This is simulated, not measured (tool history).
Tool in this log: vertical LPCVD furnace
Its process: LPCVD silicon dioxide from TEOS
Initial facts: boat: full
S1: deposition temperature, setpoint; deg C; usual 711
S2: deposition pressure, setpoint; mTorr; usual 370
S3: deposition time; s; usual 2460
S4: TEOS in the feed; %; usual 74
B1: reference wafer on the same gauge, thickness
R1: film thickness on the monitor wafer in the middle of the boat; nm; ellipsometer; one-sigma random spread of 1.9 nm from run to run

run,hour,S1,S2,S3,S4,B1,R1
1,0.0,711,370,2460,74,401.30,443.31
2,39.7,711,370,2460,74,402.05,444.59
3,78.2,711,370,2460,74,402.40,443.36
4,123.6,711,370,2460,74,401.99,443.93
5,179.4,711,370,2460,74,401.97,445.37
6,230.0,717,370,2460,74,402.60,509.85
7,292.0,717,370,2460,74,403.17,510.35
# hour 329.3: TEOS flow controller replaced
8,343.8,717,370,2460,74,403.59,510.75
9,378.8,711,370,2460,74,403.79,445.08
10,420.8,711,370,2460,74,404.77,449.64
# hour 459.8: pressure gauge zeroed
11,471.1,711,370,2460,74,405.01,447.62
12,504.6,700,370,2460,65,405.18,325.96
13,560.3,711,370,2460,74,406.64,453.15
14,592.3,711,370,2460,74,406.96,452.17
15,627.4,711,370,3420,84,407.33,667.67
16,694.7,714,280,3270,78,409.05,577.98
# hour 706.6: gauge calibrated
17,723.5,717,370,3300,74,400.18,680.03
# hour 762.3: thermocouples replaced and temperature profile calibrated
18,762.8,711,370,2460,74,400.05,446.33
19,792.0,711,370,1890,74,400.09,340.65
20,840.7,711,335,2460,81,400.47,440.03
21,899.6,711,370,2460,74,399.83,442.45
22,960.6,711,405,1500,84,400.93,302.13

What if the next run were any one of these 4? Each begins from the tool's condition after run 22:
A,964.5,702,370,2460,74,?,?
B,964.5,711,430,2460,74,?,?
C,964.5,711,370,2760,74,?,?
D,964.5,711,370,2820,70,?,?

run,B1,R1
A,401.00,359.76
B,401.00,476.81
C,401.00,496.23
D,401.00,493.12
The same runs, with their run-to-run variation unchanged, on a tool lacking any hidden condition would have given:
run,R1
A,358.82
B,475.56
C,494.94
D,491.84
